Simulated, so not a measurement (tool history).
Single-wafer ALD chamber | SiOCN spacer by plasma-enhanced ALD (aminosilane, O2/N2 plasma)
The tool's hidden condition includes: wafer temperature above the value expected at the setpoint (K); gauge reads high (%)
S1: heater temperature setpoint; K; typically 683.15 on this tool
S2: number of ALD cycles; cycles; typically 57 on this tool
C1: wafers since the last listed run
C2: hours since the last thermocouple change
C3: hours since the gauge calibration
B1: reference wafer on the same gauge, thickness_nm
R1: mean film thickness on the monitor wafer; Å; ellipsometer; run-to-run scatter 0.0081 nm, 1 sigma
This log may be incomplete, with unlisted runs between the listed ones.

| run | day | S1 | S2 | C1 | C2 | C3 | B1 | R1 |
|---|---|---|---|---|---|---|---|---|
| 1 | 0 | 683.15 | 57 | 0 | 2342 | 123 | 3.451 | 32.54 |
| 2 | 0.392 | 683.15 | 57 | 47 | 2351.4 | 132.4 | 3.451 | 32.58 |
| 3 | 0.958 | 683.15 | 57 | 68 | 2365 | 146 | 3.453 | 32.46 |
| 4 | 1.521 | 683.15 | 57 | 68 | 2378.5 | 159.5 | 3.454 | 32.53 |
| 5 | 2.229 | 683.15 | 57 | 86 | 2395.5 | 176.5 | 3.452 | 32.49 |
| 6 | 3.512 | 683.15 | 53 | 155 | 2426.3 | 207.3 | 3.449 | 30.27 |
| 7 | 4.125 | 683.15 | 53 | 74 | 2441 | 222 | 3.45 | 30.26 |
| 8 | 5.908 | 683.15 | 53 | 216 | 2483.8 | 264.8 | 3.45 | 30.26 |
| 9 | 6.875 | 678.15 | 57 | 117 | 2507 | 288 | 3.451 | 32.87 |
| 10 | 7.196 | 678.15 | 57 | 38 | 2514.7 | 295.7 | 3.453 | 33.13 |
| 11 | 7.767 | 678.15 | 57 | 69 | 2528.4 | 309.4 | 3.45 | 32.94 |
| 12 | 8.288 | 683.15 | 57 | 63 | 2540.9 | 321.9 | 3.451 | 32.63 |
| 13 | 8.846 | 688.15 | 57 | 67 | 2554.3 | 335.3 | 3.452 | 32.09 |
| 14 | 9.454 | 688.15 | 57 | 73 | 2568.9 | 349.9 | 3.453 | 32.24 |
| 15 | 10.092 | 688.15 | 57 | 77 | 2584.2 | 365.2 | 3.455 | 32.12 |
| 16 | 10.483 | 683.15 | 57 | 47 | 2593.6 | 374.6 | 3.448 | 32.62 |
| 17 | 10.775 | 683.15 | 57 | 35 | 2600.6 | 381.6 | 3.45 | 32.56 |
| 18 | 11.092 | 683.15 | 57 | 38 | 2608.2 | 389.2 | 3.447 | 32.63 |
| 19 | 11.629 | 683.15 | 57 | 65 | 2621.1 | 402.1 | 3.45 | 32.46 |
| 20 | 12.317 | 683.15 | 57 | 83 | 2637.6 | 418.6 | 3.45 | 32.57 |
| 21 | 13.212 | 677.15 | 67 | 108 | 2659.1 | 440.1 | 3.451 | 38.7 |
| 22 | 13.883 | 683.15 | 51 | 81 | 2675.2 | 456.2 | 3.45 | 29.19 |
| 23 | 14.283 | 672.15 | 57 | 48 | 2684.8 | 465.8 | 3.449 | 33.56 |
| 24 | 14.808 | 683.15 | 57 | 63 | 2697.4 | 478.4 | 3.45 | 32.66 |
| 25 | 15.517 | 683.15 | 57 | 86 | 2714.4 | 495.4 | 3.452 | 32.49 |
| 26 | 15.817 | 683.15 | 57 | 36 | 2721.6 | 502.6 | 3.449 | 32.55 |
| 27 | 16.308 | 679.15 | 48 | 59 | 2733.4 | 514.4 | 3.452 | 27.82 |
| 28 | 16.996 | 679.15 | 46 | 83 | 2749.9 | 530.9 | 3.45 | 26.53 |
|  | 17.375 | gauge calibrated |
|  | 17.592 | thermocouple changed; heater temperature recalibrated |
| 29 | 17.612 | 683.15 | 57 | 34 | 0.5 | 5.7 | 3.45 | 32.62 |
| 30 | 18.117 | 691.15 | 46 | 61 | 12.6 | 17.8 | 3.451 | 25.77 |
| 31 | 18.75 | 673.15 | 66 | 76 | 27.8 | 33 | 3.449 | 38.79 |
| 32 | 19.379 | 691.15 | 46 | 76 | 42.9 | 48.1 | 3.448 | 25.77 |
| 33 | 20.062 | 683.15 | 57 | 83 | 59.3 | 64.5 | 3.449 | 32.45 |
| 34 | 20.688 | 675.15 | 57 | 75 | 74.3 | 79.5 | 3.45 | 33.41 |
| 35 | 21.012 | 672.15 | 67 | 39 | 82.1 | 87.3 | 3.448 | 39.23 |
| 36 | 21.758 | 690.15 | 66 | 90 | 100 | 105.2 | 3.449 | 36.87 |
| 37 | 22.092 | 675.15 | 63 | 40 | 108 | 113.2 | 3.449 | 36.89 |
| 38 | 22.592 | 683.15 | 57 | 60 | 120 | 125.2 | 3.446 | 32.51 |
| 39 | 23 | 687.15 | 54 | 49 | 129.8 | 135 | 3.449 | 30.68 |
| 40 | 23.446 | 670.15 | 64 | 54 | 140.5 | 145.7 | 3.448 | 37.64 |

4 options for the next run, each taken on its own from the tool as it stands now. Forecast them:
| A | 23.467 | 683.15 | 57 | 2 | 141 | 146.2 | ? | ? |
| B | 23.467 | 678.15 | 49 | 2 | 141 | 146.2 | ? | ? |
| C | 23.467 | 687.15 | 57 | 2 | 141 | 146.2 | ? | ? |
| D | 23.467 | 689.15 | 54 | 2 | 141 | 146.2 | ? | ? |

| run | B1 | R1 |
|---|---|---|
| A | 3.451 | 32.53 |
| B | 3.451 | 28.35 |
| C | 3.451 | 32.18 |
| D | 3.451 | 30.32 |
With no hidden state in the tool, these same runs would have given:
| run | R1 |
|---|---|
| A | 32.53 |
| B | 28.35 |
| C | 32.18 |
| D | 30.32 |
